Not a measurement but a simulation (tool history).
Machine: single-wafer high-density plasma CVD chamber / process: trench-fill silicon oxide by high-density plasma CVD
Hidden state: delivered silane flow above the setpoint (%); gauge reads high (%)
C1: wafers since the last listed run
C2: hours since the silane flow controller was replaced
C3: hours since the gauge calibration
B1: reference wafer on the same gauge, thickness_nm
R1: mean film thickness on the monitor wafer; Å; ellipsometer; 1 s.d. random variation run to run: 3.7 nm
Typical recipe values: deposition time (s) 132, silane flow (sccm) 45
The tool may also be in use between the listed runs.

{"run": 1, "hour": 0.0, "deposition time (s)": 132, "silane flow (sccm)": 45, "C1": 0, "C2": 346.1, "C3": 1346.6, "B1": 624.934, "R1": 6406.2}
{"run": 2, "hour": 61.4, "deposition time (s)": 132, "silane flow (sccm)": 45, "C1": 519, "C2": 407.5, "C3": 1408, "B1": 624.455, "R1": 6402.05}
{"run": 3, "hour": 112.7, "deposition time (s)": 132, "silane flow (sccm)": 45, "C1": 433, "C2": 458.8, "C3": 1459.3, "B1": 623.909, "R1": 6375.81}
{"run": 4, "hour": 363.6, "deposition time (s)": 132, "silane flow (sccm)": 45, "C1": 2121, "C2": 709.7, "C3": 1710.2, "B1": 624.126, "R1": 6447.89}
{"run": 5, "hour": 439.0, "deposition time (s)": 142, "silane flow (sccm)": 45, "C1": 637, "C2": 785.1, "C3": 1785.6, "B1": 623.119, "R1": 6904.33}
{"run": 6, "hour": 521.6, "deposition time (s)": 112, "silane flow (sccm)": 45, "C1": 698, "C2": 867.7, "C3": 1868.2, "B1": 624.017, "R1": 5448.74}
{"run": 7, "hour": 603.9, "deposition time (s)": 112, "silane flow (sccm)": 45, "C1": 695, "C2": 950, "C3": 1950.5, "B1": 623.037, "R1": 5423.58}
{"run": 8, "hour": 654.5, "deposition time (s)": 132, "silane flow (sccm)": 45, "C1": 427, "C2": 1000.6, "C3": 2001.1, "B1": 624.977, "R1": 6521.66}
{"run": 9, "hour": 728.1, "deposition time (s)": 132, "silane flow (sccm)": 45, "C1": 622, "C2": 1074.2, "C3": 2074.7, "B1": 623.746, "R1": 6514.31}
{"run": 10, "hour": 783.9, "deposition time (s)": 132, "silane flow (sccm)": 45, "C1": 471, "C2": 1130, "C3": 2130.5, "B1": 623.561, "R1": 6442.41}
{"run": 11, "hour": 849.3, "deposition time (s)": 132, "silane flow (sccm)": 45, "C1": 552, "C2": 1195.4, "C3": 2195.9, "B1": 623.952, "R1": 6475.75}
{"run": 12, "hour": 940.4, "deposition time (s)": 132, "silane flow (sccm)": 45, "C1": 770, "C2": 1286.5, "C3": 2287, "B1": 624.421, "R1": 6560.55}
{"run": 13, "hour": 1041.1, "deposition time (s)": 138, "silane flow (sccm)": 51, "C1": 851, "C2": 1387.2, "C3": 2387.7, "B1": 623.857, "R1": 7737.12}
{"run": 14, "hour": 1128.4, "deposition time (s)": 132, "silane flow (sccm)": 47, "C1": 738, "C2": 1474.5, "C3": 2475, "B1": 623.546, "R1": 6832.59}
{"run": 15, "hour": 1211.2, "deposition time (s)": 132, "silane flow (sccm)": 47, "C1": 700, "C2": 1557.3, "C3": 2557.8, "B1": 623.804, "R1": 6803.36}
{"run": 16, "hour": 1346.4, "deposition time (s)": 132, "silane flow (sccm)": 47, "C1": 1143, "C2": 1692.5, "C3": 2693, "B1": 624.108, "R1": 6885.18}
{"run": 17, "hour": 1473.7, "deposition time (s)": 120, "silane flow (sccm)": 39, "C1": 1076, "C2": 1819.8, "C3": 2820.3, "B1": 624.407, "R1": 5176.06}
{"run": 18, "hour": 1579.0, "deposition time (s)": 120, "silane flow (sccm)": 39, "C1": 890, "C2": 1925.1, "C3": 2925.6, "B1": 624.38, "R1": 5231.39}
{"run": 19, "hour": 1653.1, "deposition time (s)": 120, "silane flow (sccm)": 39, "C1": 626, "C2": 1999.2, "C3": 2999.7, "B1": 624.049, "R1": 5193.54}
{"run": 20, "hour": 1746.8, "deposition time (s)": 132, "silane flow (sccm)": 45, "C1": 792, "C2": 2092.9, "C3": 3093.4, "B1": 624.123, "R1": 6664.26}
{"run": 21, "hour": 1791.9, "deposition time (s)": 132, "silane flow (sccm)": 45, "C1": 381, "C2": 2138, "C3": 3138.5, "B1": 624.123, "R1": 6688.66}
{"run": 22, "hour": 1834.6, "deposition time (s)": 132, "silane flow (sccm)": 45, "C1": 361, "C2": 2180.7, "C3": 3181.2, "B1": 624.235, "R1": 6657.85}
{"run": 23, "hour": 1905.8, "deposition time (s)": 144, "silane flow (sccm)": 45, "C1": 602, "C2": 2251.9, "C3": 3252.4, "B1": 624.713, "R1": 7370.01}

Run 24, settings as shown, results not yet in. Your forecast:
{"run": 24, "hour": 1947.4, "deposition time (s)": 132, "silane flow (sccm)": 45, "C1": 351, "C2": 2293.5, "C3": 3294, "B1": "?", "R1": "?"}

B1: 623.282
R1: 6682.53 Å
Had the tool carried no hidden state, the very same run would have given R1 6414.67 Å.
